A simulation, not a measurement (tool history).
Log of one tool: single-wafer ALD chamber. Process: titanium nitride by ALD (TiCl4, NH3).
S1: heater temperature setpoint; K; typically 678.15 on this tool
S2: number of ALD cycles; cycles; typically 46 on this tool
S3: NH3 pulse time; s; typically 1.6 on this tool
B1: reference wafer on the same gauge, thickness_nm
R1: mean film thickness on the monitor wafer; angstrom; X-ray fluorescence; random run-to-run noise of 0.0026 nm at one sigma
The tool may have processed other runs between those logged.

{"run": 1, "hour": 0.0, "S1": 678.15, "S2": 46, "S3": 1.6, "B1": 0.908, "R1": 10.43}
{"run": 2, "hour": 18.0, "S1": 690.15, "S2": 46, "S3": 1.6, "B1": 0.908, "R1": 10.53}
{"run": 3, "hour": 73.7, "S1": 690.15, "S2": 46, "S3": 1.6, "B1": 0.909, "R1": 10.5}
{"run": 4, "hour": 91.6, "S1": 690.15, "S2": 46, "S3": 1.6, "B1": 0.911, "R1": 10.5}
{"run": 5, "hour": 125.4, "S1": 678.15, "S2": 46, "S3": 1.6, "B1": 0.911, "R1": 10.49}
{"run": 6, "hour": 144.0, "S1": 678.15, "S2": 46, "S3": 1.6, "B1": 0.911, "R1": 10.44}
{"run": 7, "hour": 170.3, "S1": 678.15, "S2": 46, "S3": 1.6, "B1": 0.91, "R1": 10.4}
{"run": 8, "hour": 191.7, "S1": 681.15, "S2": 53, "S3": 1.6, "B1": 0.912, "R1": 12.07}
{"run": 9, "hour": 207.6, "S1": 678.15, "S2": 46, "S3": 1.6, "B1": 0.912, "R1": 10.41}
{"run": 10, "hour": 234.7, "S1": 678.15, "S2": 46, "S3": 1.6, "B1": 0.912, "R1": 10.5}
{"run": 11, "hour": 251.9, "S1": 678.15, "S2": 53, "S3": 1.6, "B1": 0.913, "R1": 12.05}
{"run": 12, "hour": 285.0, "S1": 678.15, "S2": 53, "S3": 1.6, "B1": 0.912, "R1": 12.05}
{"run": 13, "hour": 305.5, "S1": 678.15, "S2": 53, "S3": 1.6, "B1": 0.913, "R1": 12.06}
{"run": 14, "hour": 332.1, "S1": 678.15, "S2": 42, "S3": 2.07, "B1": 0.912, "R1": 9.68}
{"hour": 345.1, "done": "gauge calibrated"}
{"run": 15, "hour": 348.7, "S1": 678.15, "S2": 46, "S3": 1.6, "B1": 0.891, "R1": 10.17}
{"hour": 361.6, "done": "thermocouple changed; heater temperature recalibrated"}
{"run": 16, "hour": 380.6, "S1": 678.15, "S2": 46, "S3": 1.6, "B1": 0.895, "R1": 10.22}
{"run": 17, "hour": 394.3, "S1": 678.15, "S2": 46, "S3": 1.6, "B1": 0.895, "R1": 10.24}
{"run": 18, "hour": 428.8, "S1": 678.15, "S2": 46, "S3": 1.6, "B1": 0.898, "R1": 10.28}
{"run": 19, "hour": 463.7, "S1": 678.15, "S2": 46, "S3": 1.14, "B1": 0.9, "R1": 10.08}
{"run": 20, "hour": 486.6, "S1": 666.15, "S2": 50, "S3": 1.6, "B1": 0.9, "R1": 11.1}
{"run": 21, "hour": 500.8, "S1": 678.15, "S2": 40, "S3": 1.6, "B1": 0.902, "R1": 8.98}
{"run": 22, "hour": 532.8, "S1": 678.15, "S2": 46, "S3": 2.11, "B1": 0.904, "R1": 10.5}
{"run": 23, "hour": 563.3, "S1": 678.15, "S2": 53, "S3": 1.6, "B1": 0.904, "R1": 11.99}
{"run": 24, "hour": 585.1, "S1": 672.15, "S2": 37, "S3": 1.76, "B1": 0.906, "R1": 8.38}
{"run": 25, "hour": 615.0, "S1": 690.15, "S2": 53, "S3": 1.6, "B1": 0.907, "R1": 12.06}
{"run": 26, "hour": 638.3, "S1": 678.15, "S2": 46, "S3": 1.6, "B1": 0.908, "R1": 10.43}
{"hour": 660.4, "done": "showerhead replaced"}
{"run": 27, "hour": 673.9, "S1": 671.15, "S2": 40, "S3": 1.6, "B1": 0.91, "R1": 9.02}
{"run": 28, "hour": 689.6, "S1": 678.15, "S2": 46, "S3": 1.22, "B1": 0.91, "R1": 10.24}
{"run": 29, "hour": 715.7, "S1": 669.15, "S2": 55, "S3": 2.13, "B1": 0.909, "R1": 12.62}
{"run": 30, "hour": 750.9, "S1": 671.15, "S2": 42, "S3": 1.97, "B1": 0.911, "R1": 9.6}
{"run": 31, "hour": 846.6, "S1": 670.15, "S2": 46, "S3": 1.16, "B1": 0.912, "R1": 10.16}
{"run": 32, "hour": 878.6, "S1": 663.15, "S2": 51, "S3": 1.85, "B1": 0.913, "R1": 11.55}
{"run": 33, "hour": 895.2, "S1": 678.15, "S2": 46, "S3": 1.6, "B1": 0.912, "R1": 10.46}
{"run": 34, "hour": 914.0, "S1": 678.15, "S2": 46, "S3": 1.6, "B1": 0.915, "R1": 10.49}
{"run": 35, "hour": 935.1, "S1": 678.15, "S2": 50, "S3": 1.6, "B1": 0.915, "R1": 11.33}
{"run": 36, "hour": 968.2, "S1": 678.15, "S2": 46, "S3": 1.6, "B1": 0.915, "R1": 10.43}
{"run": 37, "hour": 990.3, "S1": 678.15, "S2": 46, "S3": 1.6, "B1": 0.914, "R1": 10.5}
{"run": 38, "hour": 1011.9, "S1": 684.15, "S2": 46, "S3": 1.6, "B1": 0.915, "R1": 10.57}
{"run": 39, "hour": 1033.6, "S1": 678.15, "S2": 46, "S3": 2.18, "B1": 0.915, "R1": 10.66}

3 options for the next run, each taken on its own from the tool as it stands now. Forecast them:
{"run": "A", "hour": 1034.1, "S1": 686.15, "S2": 46, "S3": 1.6, "B1": "?", "R1": "?"}
{"run": "B", "hour": 1034.1, "S1": 685.15, "S2": 46, "S3": 1.6, "B1": "?", "R1": "?"}
{"run": "C", "hour": 1034.1, "S1": 692.15, "S2": 42, "S3": 1.24, "B1": "?", "R1": "?"}

run=A B1=0.915 R1=10.52
run=B B1=0.915 R1=10.52
run=C B1=0.915 R1=9.5
The same runs, with their run-to-run variation unchanged, on a tool lacking any hidden condition would have given:
run=A R1=10.23
run=B R1=10.23
run=C R1=9.24

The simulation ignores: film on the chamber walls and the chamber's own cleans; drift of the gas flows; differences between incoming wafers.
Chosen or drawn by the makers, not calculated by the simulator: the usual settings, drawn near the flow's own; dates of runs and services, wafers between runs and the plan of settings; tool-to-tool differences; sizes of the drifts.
